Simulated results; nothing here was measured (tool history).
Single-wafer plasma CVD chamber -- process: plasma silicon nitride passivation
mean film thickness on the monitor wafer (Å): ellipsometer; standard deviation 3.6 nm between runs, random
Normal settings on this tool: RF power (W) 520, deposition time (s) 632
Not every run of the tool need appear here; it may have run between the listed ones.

run	hour	RF power (W)	deposition time (s)	wafers since the last listed run	hours since the last RF generator calibration	hours since the showerhead was replaced	hours since the gauge calibration	read-back reference wafer on the same gauge, thickness_nm	mean film thickness on the monitor wafer (Å)
1	0	475	632	0	797.1	5986.8	639.8	1032.519	8810.42
2	27.3	475	632	68	824.4	6014.1	667.1	1033.404	8809.26
3	79.1	520	632	129	876.2	6065.9	718.9	1033.291	8993.17
4	114.4	520	632	88	911.5	6101.2	754.2	1033.395	9043.83
5	155.3	520	632	102	952.4	6142.1	795.1	1032.773	9026.73
6	208.9	520	632	133	1006	6195.7	848.7	1032.896	9009.73
7	387.8	520	632	446	1184.9	6374.6	1027.6	1033.695	9081.05
8	417.1	520	632	73	1214.2	6403.9	1056.9	1033.237	8992.27
9	471.2	520	632	135	1268.3	6458	1111	1033.262	9021.29
10	526.1	520	532	137	1323.2	6512.9	1165.9	1033.481	7609.52
11	554.8	520	532	71	1351.9	6541.6	1194.6	1034.099	7513
12	587.6	545	632	81	1384.7	6574.4	1227.4	1033.688	9123.02
13	650.3	545	632	156	1447.4	6637.1	1290.1	1032.985	9148.49
# hour 678.6: showerhead replaced
# hour 757.2: gauge calibrated
14	832.6	490	743	434	1629.7	154	75.4	1032.553	10506.44
15	890.3	565	570	143	1687.4	211.7	133.1	1032.249	8273.48
16	938.4	520	632	120	1735.5	259.8	181.2	1032.461	9032.33
17	1004.7	585	536	165	1801.8	326.1	247.5	1032.874	7823.37
18	1041.8	565	724	92	1838.9	363.2	284.6	1032.5	10473.44
19	1109.5	565	667	168	1906.6	430.9	352.3	1032.388	9749.95
# hour 1160.8: RF generator calibrated
20	1161.3	520	632	109	0.5	482.7	404.1	1033.187	8997.61
21	1218.2	460	632	142	57.4	539.6	461	1033.065	8764.53
22	1271.8	610	599	133	111	593.2	514.6	1032.85	8845.4
23	1301.5	585	700	74	140.7	622.9	544.3	1031.773	10225.76
24	1326.4	440	714	62	165.6	647.8	569.2	1032.423	9753.72
25	1381.1	450	700	136	220.3	702.5	623.9	1033.7	9759.17
26	1405.8	600	693	61	245	727.2	648.6	1032.552	10244.82
27	1451.8	595	632	114	291	773.2	694.6	1031.618	9270.75

What if the next run were any one of these 4? Each begins from the tool's condition after run 27:
A	1452.4	590	632	1	291.6	773.8	695.2	?	?
B	1452.4	570	755	1	291.6	773.8	695.2	?	?
C	1452.4	565	532	1	291.6	773.8	695.2	?	?
D	1452.4	430	632	1	291.6	773.8	695.2	?	?

run	read-back reference wafer on the same gauge, thickness_nm	mean film thickness on the monitor wafer (Å)
A	1033.527	9325.58
B	1033.527	11055.92
C	1033.527	7775.32
D	1033.527	8719.34
With the hidden condition removed and each run's random variation left untouched, the same runs would have given:
run	mean film thickness on the monitor wafer (Å)
A	9325.58
B	11055.92
C	7775.32
D	8719.34
